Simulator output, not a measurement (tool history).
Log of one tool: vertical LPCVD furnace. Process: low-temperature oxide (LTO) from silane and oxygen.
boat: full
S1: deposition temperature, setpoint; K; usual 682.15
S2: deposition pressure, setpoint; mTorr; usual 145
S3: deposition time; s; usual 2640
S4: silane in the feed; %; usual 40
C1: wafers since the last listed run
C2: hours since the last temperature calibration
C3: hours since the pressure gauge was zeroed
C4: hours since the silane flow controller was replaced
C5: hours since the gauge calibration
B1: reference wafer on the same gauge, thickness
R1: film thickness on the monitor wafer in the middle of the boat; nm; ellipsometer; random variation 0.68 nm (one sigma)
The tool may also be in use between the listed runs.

run	hour	S1	S2	S3	S4	C1	C2	C3	C4	C5	B1	R1
1	0	682.15	145	2640	40	0	4756.1	2157.8	5823.8	45.1	271.96	297.67
2	19.3	682.15	145	2640	40	166	4775.4	2177.1	5843.1	64.4	272.01	297.95
3	28.4	682.15	145	2640	40	78	4784.5	2186.2	5852.2	73.5	272.23	299.24
# hour 65: silane flow controller replaced
# hour 65.4: thermocouples replaced and temperature profile calibrated
# hour 70.3: pressure gauge zeroed
4	70.8	682.15	145	2640	40	112	5.4	0.5	5.8	115.9	271.89	299.15
5	75.7	682.15	145	2640	40	42	10.3	5.4	10.7	120.8	272.19	299.21
6	80.6	682.15	145	2640	40	42	15.2	10.3	15.6	125.7	272.08	297.62
7	85.4	682.15	130	2640	36	41	20	15.1	20.4	130.5	271.83	235
# hour 96.9: gauge calibrated
8	101.7	682.15	120	3330	47	140	36.3	31.4	36.7	4.8	272.07	368.04
9	118.1	682.15	145	2640	40	141	52.7	47.8	53.1	21.2	272.08	298.93
10	128.8	682.15	145	2640	40	92	63.4	58.5	63.8	31.9	271.8	297.34
11	137.3	693.15	145	2640	40	73	71.9	67	72.3	40.4	272.15	333.8
12	149.9	682.15	180	2640	40	108	84.5	79.6	84.9	53	272.04	371.04
13	168.9	676.15	160	2640	43	163	103.5	98.6	103.9	72	272	333.9
14	186.6	682.15	125	2640	37	152	121.2	116.3	121.6	89.7	271.89	234.66

The tool's hidden state at each run:
true tube temperature minus thermocouple reading, K: 0 in every run
true pressure minus gauge reading, mTorr: 0 in every run
deviation of the silane flow from its setpoint, %: 0 in every run
gauge reads high (%): 0 in every run
